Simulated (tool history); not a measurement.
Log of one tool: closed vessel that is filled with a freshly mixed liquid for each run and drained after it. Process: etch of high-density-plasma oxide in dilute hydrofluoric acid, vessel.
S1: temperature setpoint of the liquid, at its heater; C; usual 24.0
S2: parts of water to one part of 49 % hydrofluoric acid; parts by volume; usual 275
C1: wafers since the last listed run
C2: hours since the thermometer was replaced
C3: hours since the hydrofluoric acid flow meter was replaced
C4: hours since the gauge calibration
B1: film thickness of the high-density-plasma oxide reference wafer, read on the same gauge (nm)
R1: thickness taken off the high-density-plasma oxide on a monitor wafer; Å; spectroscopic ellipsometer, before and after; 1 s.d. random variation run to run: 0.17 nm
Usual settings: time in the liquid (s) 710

{"run": 1, "hour": 0.0, "S1": 24.0, "S2": 185, "time in the liquid (s)": 710, "C1": 0, "C2": 1825.3, "C3": 209.9, "C4": 1458.8, "B1": 70.01, "R1": 313.7}
{"hour": 41.3, "done": "gauge calibrated"}
{"run": 2, "hour": 52.7, "S1": 24.0, "S2": 185, "time in the liquid (s)": 710, "C1": 2803, "C2": 1878.0, "C3": 262.6, "C4": 11.4, "B1": 70.0, "R1": 317.1}
{"run": 3, "hour": 113.5, "S1": 23.0, "S2": 275, "time in the liquid (s)": 710, "C1": 3234, "C2": 1938.8, "C3": 323.4, "C4": 72.2, "B1": 69.99, "R1": 193.5}
{"run": 4, "hour": 272.6, "S1": 23.0, "S2": 275, "time in the liquid (s)": 710, "C1": 8464, "C2": 2097.9, "C3": 482.5, "C4": 231.3, "B1": 70.0, "R1": 197.2}
{"hour": 292.0, "done": "thermometer replaced"}
{"run": 5, "hour": 305.8, "S1": 23.0, "S2": 275, "time in the liquid (s)": 710, "C1": 1713, "C2": 13.8, "C3": 515.7, "C4": 264.5, "B1": 70.0, "R1": 203.1}
{"hour": 312.6, "done": "hydrofluoric acid flow meter replaced"}
{"run": 6, "hour": 376.8, "S1": 24.0, "S2": 275, "time in the liquid (s)": 420, "C1": 3724, "C2": 84.8, "C3": 64.2, "C4": 335.5, "B1": 70.02, "R1": 113.2}
{"run": 7, "hour": 405.7, "S1": 24.0, "S2": 275, "time in the liquid (s)": 420, "C1": 1537, "C2": 113.7, "C3": 93.1, "C4": 364.4, "B1": 69.96, "R1": 113.8}
{"run": 8, "hour": 475.4, "S1": 21.5, "S2": 385, "time in the liquid (s)": 710, "C1": 3708, "C2": 183.4, "C3": 162.8, "C4": 434.1, "B1": 69.99, "R1": 117.3}
{"run": 9, "hour": 509.8, "S1": 24.0, "S2": 275, "time in the liquid (s)": 710, "C1": 1830, "C2": 217.8, "C3": 197.2, "C4": 468.5, "B1": 70.01, "R1": 196.4}
{"run": 10, "hour": 554.2, "S1": 24.0, "S2": 275, "time in the liquid (s)": 1035, "C1": 2362, "C2": 262.2, "C3": 241.6, "C4": 512.9, "B1": 70.04, "R1": 287.8}
{"run": 11, "hour": 617.4, "S1": 27.0, "S2": 275, "time in the liquid (s)": 400, "C1": 3362, "C2": 325.4, "C3": 304.8, "C4": 576.1, "B1": 70.0, "R1": 126.6}
{"run": 12, "hour": 644.5, "S1": 28.5, "S2": 375, "time in the liquid (s)": 370, "C1": 1441, "C2": 352.5, "C3": 331.9, "C4": 603.2, "B1": 69.99, "R1": 82.4}
{"run": 13, "hour": 693.9, "S1": 24.0, "S2": 275, "time in the liquid (s)": 710, "C1": 2628, "C2": 401.9, "C3": 381.3, "C4": 652.6, "B1": 69.94, "R1": 204.3}
{"run": 14, "hour": 739.0, "S1": 19.5, "S2": 310, "time in the liquid (s)": 710, "C1": 2399, "C2": 447.0, "C3": 426.4, "C4": 697.7, "B1": 70.03, "R1": 153.7}
{"run": 15, "hour": 808.3, "S1": 19.5, "S2": 310, "time in the liquid (s)": 710, "C1": 3686, "C2": 516.3, "C3": 495.7, "C4": 767.0, "B1": 70.02, "R1": 156.0}
{"hour": 897.8, "done": "hydrofluoric acid flow meter replaced"}
{"run": 16, "hour": 969.7, "S1": 24.0, "S2": 195, "time in the liquid (s)": 710, "C1": 8533, "C2": 677.7, "C3": 71.9, "C4": 928.4, "B1": 70.05, "R1": 283.5}
{"run": 17, "hour": 998.1, "S1": 26.5, "S2": 170, "time in the liquid (s)": 985, "C1": 1510, "C2": 706.1, "C3": 100.3, "C4": 956.8, "B1": 70.01, "R1": 514.1}
{"run": 18, "hour": 1037.0, "S1": 19.5, "S2": 275, "time in the liquid (s)": 710, "C1": 2069, "C2": 745.0, "C3": 139.2, "C4": 995.7, "B1": 70.01, "R1": 159.7}
{"run": 19, "hour": 1071.1, "S1": 24.0, "S2": 275, "time in the liquid (s)": 710, "C1": 1814, "C2": 779.1, "C3": 173.3, "C4": 1029.8, "B1": 69.96, "R1": 192.2}
{"run": 20, "hour": 1128.7, "S1": 24.0, "S2": 225, "time in the liquid (s)": 710, "C1": 3064, "C2": 836.7, "C3": 230.9, "C4": 1087.4, "B1": 69.97, "R1": 253.2}
{"run": 21, "hour": 1200.5, "S1": 24.0, "S2": 275, "time in the liquid (s)": 710, "C1": 3819, "C2": 908.5, "C3": 302.7, "C4": 1159.2, "B1": 69.99, "R1": 197.0}
{"run": 22, "hour": 1259.3, "S1": 24.0, "S2": 275, "time in the liquid (s)": 710, "C1": 3128, "C2": 967.3, "C3": 361.5, "C4": 1218.0, "B1": 69.97, "R1": 200.0}
{"run": 23, "hour": 1306.8, "S1": 24.0, "S2": 320, "time in the liquid (s)": 1085, "C1": 2527, "C2": 1014.8, "C3": 409.0, "C4": 1265.5, "B1": 70.0, "R1": 255.5}
{"run": 24, "hour": 1342.6, "S1": 21.5, "S2": 200, "time in the liquid (s)": 710, "C1": 1904, "C2": 1050.6, "C3": 444.8, "C4": 1301.3, "B1": 70.0, "R1": 273.4}
{"run": 25, "hour": 1371.7, "S1": 25.5, "S2": 275, "time in the liquid (s)": 1045, "C1": 1548, "C2": 1079.7, "C3": 473.9, "C4": 1330.4, "B1": 70.03, "R1": 317.4}
{"run": 26, "hour": 1431.9, "S1": 23.0, "S2": 275, "time in the liquid (s)": 710, "C1": 3202, "C2": 1139.9, "C3": 534.1, "C4": 1390.6, "B1": 70.05, "R1": 200.2}
{"hour": 1455.9, "done": "hydrofluoric acid flow meter replaced"}
{"run": 27, "hour": 1485.8, "S1": 24.0, "S2": 230, "time in the liquid (s)": 330, "C1": 2814, "C2": 1193.8, "C3": 29.9, "C4": 1444.5, "B1": 70.01, "R1": 106.1}
{"run": 28, "hour": 1522.1, "S1": 24.0, "S2": 275, "time in the liquid (s)": 710, "C1": 1931, "C2": 1230.1, "C3": 66.2, "C4": 1480.8, "B1": 69.98, "R1": 181.7}
{"hour": 1551.8, "done": "gauge calibrated"}
{"run": 29, "hour": 1565.2, "S1": 24.0, "S2": 275, "time in the liquid (s)": 710, "C1": 2292, "C2": 1273.2, "C3": 109.3, "C4": 13.4, "B1": 69.97, "R1": 186.7}
{"run": 30, "hour": 1590.4, "S1": 27.0, "S2": 340, "time in the liquid (s)": 430, "C1": 1340, "C2": 1298.4, "C3": 134.5, "C4": 38.6, "B1": 69.97, "R1": 94.9}
{"run": 31, "hour": 1702.0, "S1": 28.5, "S2": 165, "time in the liquid (s)": 710, "C1": 5937, "C2": 1410.0, "C3": 246.1, "C4": 150.2, "B1": 70.0, "R1": 423.9}

Per-run results on a tool with no hidden state, each run keeping its own random variation:
What the log doesn't record here: liquid colder than its thermometer reads (K); hydrofluoric acid flow above the setpoint (%); gauge reads high (%).
run=1 R1=306.1
run=2 R1=305.9
run=3 R1=183.1
run=4 R1=180.4
run=5 R1=177.1
run=6 R1=109.9
run=7 R1=109.8
run=8 R1=111.0
run=9 R1=184.9
run=10 R1=268.2
run=11 R1=116.2
run=12 R1=74.6
run=13 R1=184.7
run=14 R1=137.7
run=15 R1=137.7
run=16 R1=280.9
run=17 R1=506.3
run=18 R1=155.8
run=19 R1=185.7
run=20 R1=242.0
run=21 R1=184.7
run=22 R1=185.1
run=23 R1=233.3
run=24 R1=250.5
run=25 R1=286.4
run=26 R1=178.7
run=27 R1=107.8
run=28 R1=182.9
run=29 R1=186.1
run=30 R1=93.7
run=31 R1=411.1
